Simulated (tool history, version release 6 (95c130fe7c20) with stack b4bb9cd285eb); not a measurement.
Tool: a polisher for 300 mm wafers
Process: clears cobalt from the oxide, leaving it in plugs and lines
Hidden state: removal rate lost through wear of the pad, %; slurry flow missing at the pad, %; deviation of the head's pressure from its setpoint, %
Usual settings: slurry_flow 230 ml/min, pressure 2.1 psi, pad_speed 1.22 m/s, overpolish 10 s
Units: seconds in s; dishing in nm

run	hour	slurry_flow	pressure	pad_speed	overpolish	wafers since the last listed run	wafers polished on this pad	hours since the slurry nozzle was cleaned	hours since the head pressure was calibrated	incoming thickness of the incoming film, nm	seconds	dishing
1	0.0	230	2.1	0.94	10	0	1	348.1	541.5	288.6	69.3	27.9
2	61.7	230	2.1	1.22	10	570	571	409.8	603.2	289.5	57.0	30.1
3	121.7	230	2.1	1.22	10	554	1126	469.8	663.2	290.9	59.1	29.1
4	221.0	230	1.9	1.22	10	918	2044	569.1	762.5	293.1	65.5	28.6
# hour 279.0: worn pad replaced by a new one
5	317.7	230	1.9	1.22	10	857	357	665.8	859.2	290.2	59.9	29.5
# hour 432.0: slurry nozzle cleaned
# hour 491.4: head pressure recalibrated
6	537.3	230	2.1	1.22	10	2002	2360	105.3	45.9	290.4	64.8	28.0
7	607.4	230	2.1	1.22	10	648	3009	175.4	116.0	293.2	65.6	28.0
# hour 615.6: worn pad replaced by a new one
8	693.8	230	2.1	1.22	10	761	723	261.8	202.4	286.7	59.3	29.9
9	770.6	230	1.8	1.04	10	710	1433	338.6	279.2	291.9	81.8	24.2
10	814.6	230	2.1	1.22	10	406	1840	382.6	323.2	291.2	62.9	29.9
11	900.0	230	2.1	1.22	10	789	2630	468.0	408.6	295.1	63.2	28.8
# hour 915.7: worn pad replaced by a new one
12	978.7	230	1.9	1.46	10	690	582	546.7	487.3	291.7	54.4	32.0
13	1067.7	230	2.1	1.22	10	823	1405	635.7	576.3	287.1	59.0	30.0
14	1132.6	230	1.9	1.22	10	600	2006	700.6	641.2	286.9	65.5	27.6
# hour 1154.7: slurry nozzle cleaned
15	1170.5	285	2.7	1.22	10	341	2347	15.8	679.1	291.0	48.6	33.3
# hour 1212.7: worn pad replaced by a new one
16	1217.8	230	2.6	1.22	10	400	47	63.1	726.4	294.7	45.5	33.6
17	1266.1	230	2.1	1.56	8	446	493	111.4	774.7	285.4	43.1	30.7
18	1348.5	230	1.6	1.22	10	761	1255	193.8	857.1	290.0	74.6	26.3
19	1406.8	155	2.1	1.42	10	539	1794	252.1	915.4	295.7	53.4	30.6
20	1447.2	175	2.1	1.22	14	373	2168	292.5	955.8	291.6	61.9	33.8
21	1546.4	230	2.7	1.52	10	917	3085	391.7	1055.0	285.3	38.5	35.8
# hour 1560.6: worn pad replaced by a new one
# hour 1602.9: head pressure recalibrated
22	1608.3	230	2.5	1.00	10	516	422	453.6	5.4	292.3	62.6	28.4

Hidden state at the last listed run before each entry between runs and at the first one after, where it differs:
Between runs 4 and 5: worn pad replaced by a new one (hour 279.0)
  removal rate lost through wear of the pad, %: 11.8 -> 5.39; deviation of the head's pressure from its setpoint, %: 8.05 -> 8.92
  measured less the result without the state, seconds: +3.7 -> -1.2 s; dishing: -1.0 -> +0.3 nm
Between runs 5 and 6: slurry nozzle cleaned (hour 432.0); head pressure recalibrated (hour 491.4)
  removal rate lost through wear of the pad, %: 5.39 -> 13.1; deviation of the head's pressure from its setpoint, %: 8.92 -> 1.26
  measured less the result without the state, seconds: -1.2 -> +7.8 s; dishing: +0.3 -> -2.1 nm
Between runs 7 and 8: worn pad replaced by a new one (hour 615.6)
  removal rate lost through wear of the pad, %: 13.6 -> 7.99; deviation of the head's pressure from its setpoint, %: 1.9 -> 2.68
  measured less the result without the state, seconds: +8.0 -> +3.5 s; dishing: -2.1 -> -1.0 nm
Between runs 11 and 12: worn pad replaced by a new one (hour 915.7)
  removal rate lost through wear of the pad, %: 13.2 -> 7.67; deviation of the head's pressure from its setpoint, %: 4.55 -> 5.26
  measured less the result without the state, seconds: +6.1 -> +1.9 s; dishing: -1.6 -> -0.5 nm
Between runs 14 and 15: slurry nozzle cleaned (hour 1154.7)
  removal rate lost through wear of the pad, %: 13 -> 13.5; deviation of the head's pressure from its setpoint, %: 6.65 -> 7
  measured less the result without the state, seconds: +5.2 -> +4.0 s; dishing: -1.4 -> -1.3 nm
Between runs 15 and 16: worn pad replaced by a new one (hour 1212.7)
  removal rate lost through wear of the pad, %: 13.5 -> 2.39; deviation of the head's pressure from its setpoint, %: 7 -> 7.42
  measured less the result without the state, seconds: +4.0 -> -1.8 s; dishing: -1.3 -> +0.6 nm
Between runs 21 and 22: worn pad replaced by a new one (hour 1560.6); head pressure recalibrated (hour 1602.9)
  removal rate lost through wear of the pad, %: 13.9 -> 4.74; deviation of the head's pressure from its setpoint, %: 10.4 -> 0.104
  measured less the result without the state, seconds: +2.3 -> +2.9 s; dishing: -0.9 -> -0.7 nm

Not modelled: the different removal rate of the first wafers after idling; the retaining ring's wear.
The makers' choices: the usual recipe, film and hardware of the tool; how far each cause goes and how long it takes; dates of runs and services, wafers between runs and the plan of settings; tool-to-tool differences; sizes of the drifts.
